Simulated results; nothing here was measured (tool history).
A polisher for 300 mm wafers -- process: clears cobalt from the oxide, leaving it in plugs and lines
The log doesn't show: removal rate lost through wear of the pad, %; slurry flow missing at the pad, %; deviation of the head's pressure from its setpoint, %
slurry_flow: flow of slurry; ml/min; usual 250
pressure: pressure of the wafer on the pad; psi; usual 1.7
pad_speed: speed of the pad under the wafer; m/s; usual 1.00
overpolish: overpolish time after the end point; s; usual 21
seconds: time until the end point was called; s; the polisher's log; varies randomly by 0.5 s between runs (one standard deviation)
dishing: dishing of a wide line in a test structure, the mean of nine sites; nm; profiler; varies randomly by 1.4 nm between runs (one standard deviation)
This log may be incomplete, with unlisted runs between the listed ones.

| run | hour | slurry_flow | pressure | pad_speed | overpolish | wafers since the last listed run | wafers polished on this pad | hours since the slurry nozzle was cleaned | hours since the head pressure was calibrated | incoming thickness of the incoming film, nm | seconds | dishing |
|---|---|---|---|---|---|---|---|---|---|---|---|---|
| 1 | 0.0 | 300 | 1.7 | 1.12 | 21 | 0 | 496 | 398.1 | 172.7 | 221.8 | 41.2 | 77.6 |
| 2 | 56.7 | 300 | 1.7 | 1.12 | 21 | 390 | 886 | 454.8 | 229.4 | 221.3 | 42.8 | 76.1 |
| 3 | 83.0 | 250 | 1.7 | 0.74 | 21 | 181 | 1067 | 481.1 | 255.7 | 220.1 | 64.8 | 59.2 |
|  | 125.0 | worn pad replaced by a new one |
| 4 | 140.6 | 250 | 1.7 | 0.74 | 21 | 369 | 107 | 538.7 | 313.3 | 218.3 | 67.2 | 58.5 |
|  | 169.3 | slurry nozzle cleaned |
| 5 | 183.7 | 250 | 1.7 | 0.74 | 21 | 289 | 397 | 14.4 | 356.4 | 218.9 | 59.2 | 62.3 |
| 6 | 224.6 | 250 | 1.7 | 1.00 | 31 | 281 | 679 | 55.3 | 397.3 | 221.3 | 44.7 | 86.9 |
| 7 | 250.2 | 250 | 1.7 | 1.00 | 21 | 176 | 855 | 80.9 | 422.9 | 218.3 | 44.2 | 72.7 |
|  | 334.6 | worn pad replaced by a new one |
| 8 | 462.6 | 250 | 1.7 | 1.00 | 21 | 1435 | 881 | 293.3 | 635.3 | 220.7 | 45.7 | 71.6 |
| 9 | 505.2 | 250 | 1.7 | 1.00 | 21 | 293 | 1175 | 335.9 | 677.9 | 219.1 | 45.0 | 71.7 |
| 10 | 546.6 | 205 | 1.7 | 1.00 | 21 | 285 | 1460 | 377.3 | 719.3 | 216.8 | 47.2 | 70.8 |
|  | 578.7 | head pressure recalibrated |
|  | 587.1 | worn pad replaced by a new one |
| 11 | 595.1 | 205 | 1.7 | 1.00 | 21 | 292 | 55 | 425.8 | 16.4 | 224.9 | 51.1 | 70.6 |
| 12 | 628.1 | 205 | 1.7 | 1.00 | 21 | 227 | 282 | 458.8 | 49.4 | 219.7 | 49.4 | 70.2 |
| 13 | 682.3 | 315 | 1.7 | 1.00 | 9 | 373 | 655 | 513.0 | 103.6 | 221.4 | 47.3 | 39.9 |
| 14 | 713.6 | 320 | 1.7 | 1.32 | 21 | 215 | 871 | 544.3 | 134.9 | 221.7 | 36.9 | 80.5 |
|  | 716.8 | slurry nozzle cleaned |
| 15 | 768.7 | 195 | 1.7 | 1.10 | 16 | 372 | 1243 | 51.9 | 190.0 | 218.9 | 42.4 | 64.3 |
|  | 814.9 | worn pad replaced by a new one |
| 16 | 815.4 | 250 | 1.7 | 1.00 | 26 | 294 | 3 | 98.6 | 236.7 | 222.2 | 44.5 | 82.1 |
| 17 | 841.5 | 315 | 1.4 | 1.00 | 21 | 179 | 183 | 124.7 | 262.8 | 216.7 | 50.3 | 67.8 |
| 18 | 903.0 | 200 | 2.0 | 1.10 | 21 | 423 | 607 | 186.2 | 324.3 | 219.9 | 37.2 | 80.1 |
| 19 | 935.2 | 250 | 1.7 | 1.00 | 21 | 221 | 828 | 218.4 | 356.5 | 220.6 | 44.8 | 72.9 |
| 20 | 979.5 | 275 | 1.2 | 1.00 | 21 | 305 | 1134 | 262.7 | 400.8 | 218.1 | 57.9 | 61.7 |
| 21 | 1014.7 | 325 | 1.7 | 1.00 | 21 | 242 | 1376 | 297.9 | 436.0 | 220.9 | 44.5 | 73.5 |
|  | 1024.4 | worn pad replaced by a new one |
| 22 | 1055.4 | 195 | 1.3 | 1.28 | 33 | 252 | 213 | 338.6 | 476.7 | 220.5 | 47.1 | 91.8 |
| 23 | 1118.7 | 250 | 1.7 | 1.00 | 21 | 436 | 649 | 401.9 | 540.0 | 221.7 | 46.1 | 72.5 |
| 24 | 1149.3 | 165 | 1.7 | 0.86 | 21 | 210 | 860 | 432.5 | 570.6 | 220.5 | 60.2 | 64.6 |

For each run, what was the tool's unlogged condition?
removal rate lost through wear of the pad, %: 0, the same for each run
deviation of the head's pressure from its setpoint, %: 0, the same for each run
H1: slurry flow missing at the pad, %
| run | H1 |
|---|---|
| 1 | 31.1 |
| 2 | 38.4 |
| 3 | 42.1 |
| 4 | 51 |
| 5 | 3.13 |
| 6 | 3.56 |
| 7 | 4.09 |
| 8 | 16.1 |
| 9 | 20.1 |
| 10 | 24.6 |
| 11 | 30.5 |
| 12 | 34.9 |
| 13 | 42.8 |
| 14 | 47.8 |
| 15 | 3.4 |
| 16 | 4.46 |
| 17 | 5.34 |
| 18 | 8.23 |
| 19 | 10.2 |
| 20 | 13.4 |
| 21 | 16.4 |
| 22 | 20.3 |
| 23 | 27.4 |
| 24 | 31.2 |

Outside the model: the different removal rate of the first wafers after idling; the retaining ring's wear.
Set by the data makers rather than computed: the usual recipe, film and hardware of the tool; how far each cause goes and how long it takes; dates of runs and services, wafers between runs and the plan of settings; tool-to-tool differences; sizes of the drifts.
